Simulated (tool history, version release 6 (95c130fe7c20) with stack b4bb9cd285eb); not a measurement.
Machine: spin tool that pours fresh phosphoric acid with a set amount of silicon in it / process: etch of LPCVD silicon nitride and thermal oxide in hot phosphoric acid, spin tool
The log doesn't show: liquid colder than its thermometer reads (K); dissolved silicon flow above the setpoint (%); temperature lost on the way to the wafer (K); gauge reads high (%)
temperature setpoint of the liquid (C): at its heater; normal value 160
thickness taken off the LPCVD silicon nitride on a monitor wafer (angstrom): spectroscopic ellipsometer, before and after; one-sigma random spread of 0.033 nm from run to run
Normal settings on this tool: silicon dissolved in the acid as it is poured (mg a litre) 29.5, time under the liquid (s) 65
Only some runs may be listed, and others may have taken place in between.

run,hour,temperature setpoint of the liquid (C),silicon dissolved in the acid as it is poured (mg a litre),time under the liquid (s),wafers since the last listed run,hours since the thermometer was replaced,hours since the dissolved silicon flow meter was replaced,hours since the heated supply line was repaired,hours since the gauge calibration,"read-back film thickness of the LPCVD silicon nitride reference wafer, read on the same gauge (nm)",thickness taken off the LPCVD silicon nitride on a monitor wafer (angstrom)
1,0,160,29.5,95,0,45.7,2045.2,38.9,236.1,137.89,76.9
2,18.6,160,29.5,95,148,64.3,2063.8,57.5,254.7,137.81,76.7
3,31.4,160,29.5,95,102,77.1,2076.6,70.3,267.5,137.72,76.8
4,51.3,157.5,20.5,65,158,97,2096.5,90.2,287.4,137.69,48.4
# hour 81: dissolved silicon flow meter replaced
5,82.9,160,29.5,85,243,128.6,1.9,121.8,319,137.59,69.2
6,113.2,160,29.5,25,241,158.9,32.2,152.1,349.3,137.54,20.1
7,132.5,162,7,75,153,178.2,51.5,171.4,368.6,137.48,64.8
8,162.5,159,19,80,239,208.2,81.5,201.4,398.6,137.42,62.1
9,176.5,158,29.5,95,111,222.2,95.5,215.4,412.6,137.42,71.9
10,229,162.5,29.5,30,418,274.7,148,267.9,465.1,137.3,26.4
11,243,158.5,47,45,111,288.7,162,281.9,479.1,137.29,34.4
12,274.8,158,13.5,45,253,320.5,193.8,313.7,510.9,137.23,34
# hour 285.8: gauge calibrated
13,300.8,157.5,49.5,40,207,346.5,219.8,339.7,15,140.08,30.1
14,329.9,160,29.5,65,231,375.6,248.9,368.8,44.1,139.62,53.5
15,355.8,160,29.5,65,206,401.5,274.8,394.7,70,139.33,53.7
16,440.3,158,42,90,673,486,359.3,479.2,154.5,138.51,68.6
17,458.7,158,29.5,65,146,504.4,377.7,497.6,172.9,138.46,49.3
18,490.8,159,29.5,75,255,536.5,409.8,529.7,205,138.19,58.2
19,503.2,160,15.5,65,98,548.9,422.2,542.1,217.4,138.11,52.3
20,539.1,160,29.5,65,286,584.8,458.1,578,253.3,137.99,52.6
21,551.7,159,29.5,65,100,597.4,470.7,590.6,265.9,137.86,50.6
22,571,160,29.5,65,153,616.7,490,609.9,285.2,137.8,52.9

Selected run-to-run steps in thickness taken off the LPCVD silicon nitride on a monitor wafer (angstrom), each split into two signed amounts: the part the tool would show with no hidden state at all (from settings, incoming material and random variation), and the remainder, which goes to the hidden state together with any gauge scatter not common to the measured and the hidden-state-free results:
Run 5 -> 6: time under the liquid (s) 85 -> 25. thickness taken off the LPCVD silicon nitride on a monitor wafer (angstrom) -49.1: hidden state +1, all else -50.1.
Run 6 -> 7: temperature setpoint of the liquid (C) 160 -> 162, silicon dissolved in the acid as it is poured (mg a litre) 29.5 -> 7, time under the liquid (s) 25 -> 75. thickness taken off the LPCVD silicon nitride on a monitor wafer (angstrom) +44.7: hidden state -0.9, all else +45.6.
Run 9 -> 10: temperature setpoint of the liquid (C) 158 -> 162.5, time under the liquid (s) 95 -> 30. thickness taken off the LPCVD silicon nitride on a monitor wafer (angstrom) -45.5: hidden state +0.9, all else -46.4.
